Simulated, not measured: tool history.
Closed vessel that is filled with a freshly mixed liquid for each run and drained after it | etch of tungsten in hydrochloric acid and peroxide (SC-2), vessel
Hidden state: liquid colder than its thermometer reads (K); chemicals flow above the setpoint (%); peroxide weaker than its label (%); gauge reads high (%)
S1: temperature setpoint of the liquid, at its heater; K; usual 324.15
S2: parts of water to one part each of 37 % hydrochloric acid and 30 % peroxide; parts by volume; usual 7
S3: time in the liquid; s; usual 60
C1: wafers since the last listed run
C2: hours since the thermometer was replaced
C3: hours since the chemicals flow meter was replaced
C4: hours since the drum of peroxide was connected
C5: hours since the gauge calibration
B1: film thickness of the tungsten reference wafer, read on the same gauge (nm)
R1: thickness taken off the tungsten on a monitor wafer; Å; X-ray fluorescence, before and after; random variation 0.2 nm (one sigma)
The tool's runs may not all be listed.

run 1 hour=0 | S1=324.15 S2=7 S3=60 | C1=0 C2=1659.7 C3=558.8 C4=810.5 C5=632.2 | B1=150.02 | R1=364.9
run 2 hour=39 | S1=324.15 S2=7 S3=60 | C1=4392 C2=1698.7 C3=597.8 C4=849.5 C5=671.2 | B1=149.98 | R1=362.9
run 3 hour=97.3 | S1=324.15 S2=7 S3=60 | C1=6566 C2=1757 C3=656.1 C4=907.8 C5=729.5 | B1=150.03 | R1=362.5
run 4 hour=129.2 | S1=324.15 S2=7 S3=60 | C1=3592 C2=1788.9 C3=688 C4=939.7 C5=761.4 | B1=150.01 | R1=367.2
run 5 hour=197.1 | S1=316.65 S2=7 S3=60 | C1=7647 C2=1856.8 C3=755.9 C4=1007.6 C5=829.3 | B1=150 | R1=220.4
run 6 hour=260.5 | S1=324.15 S2=7 S3=60 | C1=7140 C2=1920.2 C3=819.3 C4=1071 C5=892.7 | B1=149.98 | R1=365.9
run 7 hour=300.6 | S1=324.15 S2=8 S3=60 | C1=4516 C2=1960.3 C3=859.4 C4=1111.1 C5=932.8 | B1=150.02 | R1=330.9
run 8 hour=336.8 | S1=324.15 S2=7 S3=85 | C1=4077 C2=1996.5 C3=895.6 C4=1147.3 C5=969 | B1=150.01 | R1=526.7
run 9 hour=384.7 | S1=321.65 S2=9 S3=60 | C1=5395 C2=2044.4 C3=943.5 C4=1195.2 C5=1016.9 | B1=149.98 | R1=254.6
-- hour=409.2 new drum of peroxide connected
run 10 hour=419.6 | S1=324.15 S2=7 S3=60 | C1=3818 C2=2079.3 C3=978.4 C4=10.4 C5=1051.8 | B1=149.97 | R1=366.9
run 11 hour=485.6 | S1=324.15 S2=7 S3=60 | C1=7433 C2=2145.3 C3=1044.4 C4=76.4 C5=1117.8 | B1=149.97 | R1=368
-- hour=551 gauge calibrated
run 12 hour=552 | S1=327.15 S2=10 S3=95 | C1=7478 C2=2211.7 C3=1110.8 C4=142.8 C5=1 | B1=150.01 | R1=534
-- hour=567.9 chemicals flow meter replaced
-- hour=586 thermometer replaced
run 13 hour=587.7 | S1=319.15 S2=7 S3=45 | C1=3795 C2=1.7 C3=19.8 C4=178.5 C5=36.7 | B1=149.98 | R1=190
run 14 hour=638.5 | S1=327.65 S2=4 S3=60 | C1=5721 C2=52.5 C3=70.6 C4=229.3 C5=87.5 | B1=149.99 | R1=671.4
run 15 hour=685.3 | S1=324.15 S2=7 S3=60 | C1=5271 C2=99.3 C3=117.4 C4=276.1 C5=134.3 | B1=150 | R1=356.6
run 16 hour=712.8 | S1=324.15 S2=7 S3=45 | C1=3097 C2=126.8 C3=144.9 C4=303.6 C5=161.8 | B1=149.97 | R1=269.6
run 17 hour=765.1 | S1=331.15 S2=10.5 S3=90 | C1=5890 C2=179.1 C3=197.2 C4=355.9 C5=214.1 | B1=150.05 | R1=606.6
run 18 hour=918.9 | S1=324.15 S2=7 S3=60 | C1=17322 C2=332.9 C3=351 C4=509.7 C5=367.9 | B1=149.95 | R1=359.5
run 19 hour=951.4 | S1=333.65 S2=8 S3=90 | C1=3660 C2=365.4 C3=383.5 C4=542.2 C5=400.4 | B1=149.97 | R1=891.3
run 20 hour=1015.6 | S1=324.15 S2=8.5 S3=50 | C1=7230 C2=429.6 C3=447.7 C4=606.4 C5=464.6 | B1=150.04 | R1=261.2

Hidden state or all else? Some run-to-run changes of R1, split into what the settings, what came in and random variation would give without the hidden state, and what is left for the hidden state (with any gauge scatter that isn't in both results):
Run 11 -> 12: S1 324.15 -> 327.15, S2 7 -> 10, S3 60 -> 95, gauge calibrated. R1 +166 Å: hidden state +9.5, all else +156.5.
Run 12 -> 13: S1 327.15 -> 319.15, S2 10 -> 7, S3 95 -> 45, chemicals flow meter replaced, thermometer replaced. R1 -344 Å: hidden state -23.6, all else -320.4.
Run 18 -> 19: S1 324.15 -> 333.65, S2 7 -> 8, S3 60 -> 90. R1 +531.8 Å: hidden state +9, all else +522.8.
Run 19 -> 20: S1 333.65 -> 324.15, S2 8 -> 8.5, S3 90 -> 50. R1 -630.1 Å: hidden state -9.4, all else -620.7.
